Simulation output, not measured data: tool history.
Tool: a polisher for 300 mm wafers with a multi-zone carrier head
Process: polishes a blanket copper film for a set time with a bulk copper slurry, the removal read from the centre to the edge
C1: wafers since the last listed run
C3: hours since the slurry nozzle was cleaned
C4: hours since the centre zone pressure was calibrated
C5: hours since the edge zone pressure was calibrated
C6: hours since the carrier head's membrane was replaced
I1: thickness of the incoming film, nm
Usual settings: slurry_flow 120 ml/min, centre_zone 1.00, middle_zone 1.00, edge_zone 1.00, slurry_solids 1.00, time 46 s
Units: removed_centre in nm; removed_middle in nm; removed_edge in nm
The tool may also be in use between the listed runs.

{"run": 1, "day": 0.0, "slurry_flow": 120, "centre_zone": 1.0, "middle_zone": 1.04, "edge_zone": 1.0, "slurry_solids": 1.0, "time": 46, "C1": 0, "wafers polished on this pad": 1167, "C3": 86.2, "C4": 360.0, "C5": 357.2, "C6": 934.9, "I1": 4431.6, "removed_centre": 327.5, "removed_middle": 337.5, "removed_edge": 332.6}
{"run": 2, "day": 2.967, "slurry_flow": 120, "centre_zone": 1.0, "middle_zone": 1.04, "edge_zone": 1.0, "slurry_solids": 1.0, "time": 46, "C1": 1030, "wafers polished on this pad": 2197, "C3": 157.4, "C4": 431.2, "C5": 428.4, "C6": 1006.1, "I1": 4504.3, "removed_centre": 320.0, "removed_middle": 317.1, "removed_edge": 318.3}
{"run": 3, "day": 6.617, "slurry_flow": 120, "centre_zone": 1.0, "middle_zone": 1.0, "edge_zone": 1.0, "slurry_solids": 1.0, "time": 46, "C1": 1267, "wafers polished on this pad": 3464, "C3": 245.0, "C4": 518.8, "C5": 516.0, "C6": 1093.7, "I1": 4454.9, "removed_centre": 290.7, "removed_middle": 286.9, "removed_edge": 306.9}
{"day": 6.846, "done": "slurry nozzle cleaned"}
{"day": 7.929, "done": "worn pad replaced by a new one"}
{"run": 4, "day": 8.221, "slurry_flow": 120, "centre_zone": 1.0, "middle_zone": 1.0, "edge_zone": 1.0, "slurry_solids": 1.0, "time": 46, "C1": 484, "wafers polished on this pad": 101, "C3": 33.0, "C4": 557.3, "C5": 554.5, "C6": 1132.2, "I1": 4443.4, "removed_centre": 347.4, "removed_middle": 346.5, "removed_edge": 358.4}
{"day": 10.15, "done": "centre zone pressure recalibrated"}
{"run": 5, "day": 12.188, "slurry_flow": 120, "centre_zone": 1.0, "middle_zone": 1.0, "edge_zone": 1.0, "slurry_solids": 1.0, "time": 46, "C1": 1348, "wafers polished on this pad": 1450, "C3": 128.2, "C4": 48.9, "C5": 649.7, "C6": 1227.4, "I1": 4412.8, "removed_centre": 323.1, "removed_middle": 314.3, "removed_edge": 326.4}
{"run": 6, "day": 16.179, "slurry_flow": 120, "centre_zone": 1.0, "middle_zone": 1.0, "edge_zone": 1.0, "slurry_solids": 1.0, "time": 46, "C1": 1385, "wafers polished on this pad": 2836, "C3": 224.0, "C4": 144.7, "C5": 745.5, "C6": 1323.2, "I1": 4450.5, "removed_centre": 300.6, "removed_middle": 297.9, "removed_edge": 310.2}
{"day": 18.092, "done": "slurry nozzle cleaned"}
{"run": 7, "day": 19.079, "slurry_flow": 140, "centre_zone": 1.0, "middle_zone": 1.0, "edge_zone": 1.0, "slurry_solids": 1.0, "time": 46, "C1": 992, "wafers polished on this pad": 3828, "C3": 23.7, "C4": 214.3, "C5": 815.1, "C6": 1392.8, "I1": 4457.0, "removed_centre": 333.3, "removed_middle": 326.1, "removed_edge": 328.3}
{"day": 19.317, "done": "worn pad replaced by a new one"}
{"run": 8, "day": 23.3, "slurry_flow": 120, "centre_zone": 1.0, "middle_zone": 1.0, "edge_zone": 1.0, "slurry_solids": 0.75, "time": 46, "C1": 1407, "wafers polished on this pad": 1383, "C3": 125.0, "C4": 315.6, "C5": 916.4, "C6": 1494.1, "I1": 4448.1, "removed_centre": 300.9, "removed_middle": 304.0, "removed_edge": 309.8}
{"run": 9, "day": 24.917, "slurry_flow": 120, "centre_zone": 1.0, "middle_zone": 1.0, "edge_zone": 1.0, "slurry_solids": 1.0, "time": 46, "C1": 561, "wafers polished on this pad": 1944, "C3": 163.8, "C4": 354.4, "C5": 955.2, "C6": 1532.9, "I1": 4423.4, "removed_centre": 307.2, "removed_middle": 301.8, "removed_edge": 320.0}
{"day": 29.25, "done": "slurry nozzle cleaned"}
{"run": 10, "day": 29.662, "slurry_flow": 85, "centre_zone": 0.92, "middle_zone": 1.09, "edge_zone": 1.0, "slurry_solids": 1.0, "time": 35, "C1": 1633, "wafers polished on this pad": 3577, "C3": 9.9, "C4": 468.3, "C5": 1069.1, "C6": 1646.8, "I1": 4388.6, "removed_centre": 197.3, "removed_middle": 227.5, "removed_edge": 227.0}
{"day": 30.892, "done": "centre zone pressure recalibrated"}
{"run": 11, "day": 31.288, "slurry_flow": 120, "centre_zone": 1.0, "middle_zone": 1.0, "edge_zone": 0.9, "slurry_solids": 1.0, "time": 32, "C1": 535, "wafers polished on this pad": 4113, "C3": 48.9, "C4": 9.5, "C5": 1108.1, "C6": 1685.8, "I1": 4466.9, "removed_centre": 219.9, "removed_middle": 216.8, "removed_edge": 211.1}
{"day": 31.812, "done": "edge zone pressure recalibrated"}
{"day": 31.825, "done": "worn pad replaced by a new one"}
{"run": 12, "day": 33.058, "slurry_flow": 120, "centre_zone": 0.88, "middle_zone": 1.0, "edge_zone": 1.0, "slurry_solids": 1.0, "time": 46, "C1": 581, "wafers polished on this pad": 427, "C3": 91.4, "C4": 52.0, "C5": 29.9, "C6": 1728.3, "I1": 4504.7, "removed_centre": 310.1, "removed_middle": 337.4, "removed_edge": 350.6}
{"day": 35.3, "done": "carrier head's membrane replaced by a new one"}
{"run": 13, "day": 36.592, "slurry_flow": 150, "centre_zone": 1.0, "middle_zone": 1.0, "edge_zone": 1.0, "slurry_solids": 1.0, "time": 46, "C1": 1154, "wafers polished on this pad": 1582, "C3": 176.2, "C4": 136.8, "C5": 114.7, "C6": 31.0, "I1": 4448.2, "removed_centre": 340.0, "removed_middle": 329.2, "removed_edge": 332.4}
{"run": 14, "day": 39.312, "slurry_flow": 120, "centre_zone": 1.0, "middle_zone": 1.09, "edge_zone": 1.0, "slurry_solids": 0.8, "time": 61, "C1": 944, "wafers polished on this pad": 2527, "C3": 241.5, "C4": 202.1, "C5": 180.0, "C6": 96.3, "I1": 4456.7, "removed_centre": 374.5, "removed_middle": 401.8, "removed_edge": 391.7}
{"day": 39.546, "done": "slurry nozzle cleaned"}
{"day": 42.242, "done": "worn pad replaced by a new one"}
{"run": 15, "day": 43.125, "slurry_flow": 120, "centre_zone": 1.0, "middle_zone": 0.89, "edge_zone": 1.0, "slurry_solids": 0.85, "time": 46, "C1": 1251, "wafers polished on this pad": 306, "C3": 85.9, "C4": 293.6, "C5": 271.5, "C6": 187.8, "I1": 4463.6, "removed_centre": 344.9, "removed_middle": 301.2, "removed_edge": 352.6}
{"run": 16, "day": 47.158, "slurry_flow": 120, "centre_zone": 1.0, "middle_zone": 1.0, "edge_zone": 1.0, "slurry_solids": 1.0, "time": 46, "C1": 1400, "wafers polished on this pad": 1707, "C3": 182.7, "C4": 390.4, "C5": 368.3, "C6": 284.6, "I1": 4440.1, "removed_centre": 319.3, "removed_middle": 311.6, "removed_edge": 317.1}
{"run": 17, "day": 49.438, "slurry_flow": 145, "centre_zone": 1.0, "middle_zone": 1.06, "edge_zone": 1.0, "slurry_solids": 0.9, "time": 59, "C1": 791, "wafers polished on this pad": 2498, "C3": 237.4, "C4": 445.1, "C5": 423.0, "C6": 339.3, "I1": 4475.0, "removed_centre": 413.0, "removed_middle": 415.9, "removed_edge": 409.5}
{"day": 52.85, "done": "worn pad replaced by a new one"}
{"run": 18, "day": 52.871, "slurry_flow": 120, "centre_zone": 1.0, "middle_zone": 1.0, "edge_zone": 0.91, "slurry_solids": 1.0, "time": 46, "C1": 1134, "wafers polished on this pad": 6, "C3": 319.8, "C4": 527.5, "C5": 505.4, "C6": 421.7, "I1": 4482.8, "removed_centre": 287.6, "removed_middle": 294.2, "removed_edge": 310.9}
{"day": 53.438, "done": "slurry nozzle cleaned"}
{"day": 55.417, "done": "centre zone pressure recalibrated"}
{"run": 19, "day": 55.542, "slurry_flow": 120, "centre_zone": 1.0, "middle_zone": 1.0, "edge_zone": 1.0, "slurry_solids": 1.0, "time": 46, "C1": 883, "wafers polished on this pad": 890, "C3": 50.5, "C4": 3.0, "C5": 569.5, "C6": 485.8, "I1": 4437.8, "removed_centre": 333.9, "removed_middle": 329.4, "removed_edge": 336.0}

3 ways to go on from here, each from the tool as it stands after run 19. What would each give?
{"run": "A", "day": 55.558, "slurry_flow": 120, "centre_zone": 1.0, "middle_zone": 1.0, "edge_zone": 1.0, "slurry_solids": 1.0, "time": 42, "C1": 5, "wafers polished on this pad": 896, "C3": 50.9, "C4": 3.4, "C5": 569.9, "C6": 486.2, "I1": 4420.8, "removed_centre": "?", "removed_middle": "?", "removed_edge": "?"}
{"run": "B", "day": 55.558, "slurry_flow": 120, "centre_zone": 0.96, "middle_zone": 1.0, "edge_zone": 0.89, "slurry_solids": 1.0, "time": 46, "C1": 5, "wafers polished on this pad": 896, "C3": 50.9, "C4": 3.4, "C5": 569.9, "C6": 486.2, "I1": 4420.8, "removed_centre": "?", "removed_middle": "?", "removed_edge": "?"}
{"run": "C", "day": 55.558, "slurry_flow": 95, "centre_zone": 1.0, "middle_zone": 1.0, "edge_zone": 1.0, "slurry_solids": 1.0, "time": 46, "C1": 5, "wafers polished on this pad": 896, "C3": 50.9, "C4": 3.4, "C5": 569.9, "C6": 486.2, "I1": 4420.8, "removed_centre": "?", "removed_middle": "?", "removed_edge": "?"}

run=A removed_centre=301.4 removed_middle=292.5 removed_edge=308.1
run=B removed_centre=316.8 removed_middle=320.5 removed_edge=321.7
run=C removed_centre=303.0 removed_middle=297.5 removed_edge=321.1
Without the tool's hidden state the same runs would have given:
run=A removed_centre=331.2 removed_middle=320.7 removed_edge=335.9
run=B removed_centre=348.1 removed_middle=351.3 removed_edge=350.7
run=C removed_centre=335.0 removed_middle=327.7 removed_edge=351.0
